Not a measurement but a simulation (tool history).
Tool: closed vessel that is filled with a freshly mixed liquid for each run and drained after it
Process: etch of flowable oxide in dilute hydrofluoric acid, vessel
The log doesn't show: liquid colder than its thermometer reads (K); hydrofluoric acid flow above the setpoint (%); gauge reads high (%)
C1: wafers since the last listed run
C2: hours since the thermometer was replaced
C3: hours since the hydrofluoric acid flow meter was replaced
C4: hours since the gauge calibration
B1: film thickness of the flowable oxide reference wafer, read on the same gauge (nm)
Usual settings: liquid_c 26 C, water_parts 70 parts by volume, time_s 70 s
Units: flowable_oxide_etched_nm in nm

Run 1, hour 0: usual settings but time_s 90 s; C1 0; C2 2529.4; C3 210.4; C4 493; B1 79.96. Result: flowable_oxide_etched_nm 40.52 nm.
Run 2, hour 65.5: usual settings but time_s 90 s; C1 4626; C2 2594.9; C3 275.9; C4 558.5; B1 79.99. Result: flowable_oxide_etched_nm 40.34 nm.
Run 3, hour 99.5: usual settings; C1 2401; C2 2628.9; C3 309.9; C4 592.5; B1 80.01. Result: flowable_oxide_etched_nm 31.48 nm.
At hour 119.6: gauge calibrated.
Run 4, hour 144.4: usual settings; C1 3171; C2 2673.8; C3 354.8; C4 24.8; B1 80.04. Result: flowable_oxide_etched_nm 31.35 nm.
Run 5, hour 180.4: usual settings; C1 2542; C2 2709.8; C3 390.8; C4 60.8; B1 80.01. Result: flowable_oxide_etched_nm 31.68 nm.
Run 6, hour 224.9: usual settings; C1 3143; C2 2754.3; C3 435.3; C4 105.3; B1 80. Result: flowable_oxide_etched_nm 31.72 nm.
At hour 257.7: hydrofluoric acid flow meter replaced.
Run 7, hour 271.4: usual settings; C1 3213; C2 2800.8; C3 13.7; C4 151.8; B1 80.02. Result: flowable_oxide_etched_nm 30.63 nm.
Run 8, hour 323.6: usual settings; C1 3686; C2 2853; C3 65.9; C4 204; B1 79.98. Result: flowable_oxide_etched_nm 30.85 nm.
At hour 342.3: thermometer replaced.
Run 9, hour 429.7: usual settings; C1 7423; C2 87.4; C3 172; C4 310.1; B1 79.98. Result: flowable_oxide_etched_nm 31.29 nm.
Run 10, hour 490.6: usual settings but liquid_c 23.5 C, water_parts 105 parts by volume; C1 4301; C2 148.3; C3 232.9; C4 371; B1 79.98. Result: flowable_oxide_etched_nm 17.99 nm.
Run 11, hour 532.5: usual settings but time_s 90 s; C1 2959; C2 190.2; C3 274.8; C4 412.9; B1 80.02. Result: flowable_oxide_etched_nm 40.15 nm.
Run 12, hour 598.4: usual settings but liquid_c 22 C, water_parts 90 parts by volume, time_s 90 s; C1 4654; C2 256.1; C3 340.7; C4 478.8; B1 80.02. Result: flowable_oxide_etched_nm 26.14 nm.
Run 13, hour 639: usual settings but time_s 50 s; C1 2867; C2 296.7; C3 381.3; C4 519.4; B1 79.98. Result: flowable_oxide_etched_nm 22.65 nm.
Run 14, hour 698.5: usual settings but water_parts 55 parts by volume; C1 4202; C2 356.2; C3 440.8; C4 578.9; B1 80. Result: flowable_oxide_etched_nm 41.16 nm.
At hour 706.2: hydrofluoric acid flow meter replaced.
At hour 709.3: gauge calibrated.
Run 15, hour 741.6: usual settings but liquid_c 28.5 C, water_parts 40 parts by volume, time_s 50 s; C1 2973; C2 399.3; C3 35.4; C4 32.3; B1 80.02. Result: flowable_oxide_etched_nm 44.91 nm.
Run 16, hour 790.9: usual settings but water_parts 80 parts by volume; C1 3482; C2 448.6; C3 84.7; C4 81.6; B1 80. Result: flowable_oxide_etched_nm 26.71 nm.
Run 17, hour 858.8: usual settings; C1 4795; C2 516.5; C3 152.6; C4 149.5; B1 80.03. Result: flowable_oxide_etched_nm 31.16 nm.
Run 18, hour 915.7: usual settings but liquid_c 24.5 C, water_parts 90 parts by volume; C1 4018; C2 573.4; C3 209.5; C4 206.4; B1 79.99. Result: flowable_oxide_etched_nm 22.17 nm.
Run 19, hour 945.5: usual settings but liquid_c 22 C, water_parts 100 parts by volume, time_s 110 s; C1 2104; C2 603.2; C3 239.3; C4 236.2; B1 79.98. Result: flowable_oxide_etched_nm 28.19 nm.

Forecast each of these 4 alternatives for the next run:
Run A, hour 946.2: usual settings; C1 49; C2 603.9; C3 240; C4 236.9; B1 ?. Result: flowable_oxide_etched_nm ?.
Run B, hour 946.2: usual settings but liquid_c 22.5 C, water_parts 100 parts by volume; C1 49; C2 603.9; C3 240; C4 236.9; B1 ?. Result: flowable_oxide_etched_nm ?.
Run C, hour 946.2: usual settings but liquid_c 28.5 C, water_parts 40 parts by volume; C1 49; C2 603.9; C3 240; C4 236.9; B1 ?. Result: flowable_oxide_etched_nm ?.
Run D, hour 946.2: usual settings but liquid_c 29 C, water_parts 85 parts by volume, time_s 85 s; C1 49; C2 603.9; C3 240; C4 236.9; B1 ?. Result: flowable_oxide_etched_nm ?.

run     B1  flowable_oxide_etched_nm
  A  79.98                     31.06
  B  79.98                      18.2
  C  79.98                     62.66
  D  79.98                     34.22
Without the tool's hidden state the same runs would have given:
run  flowable_oxide_etched_nm
  A                     30.55
  B                      17.9
  C                     61.66
  D                     33.65
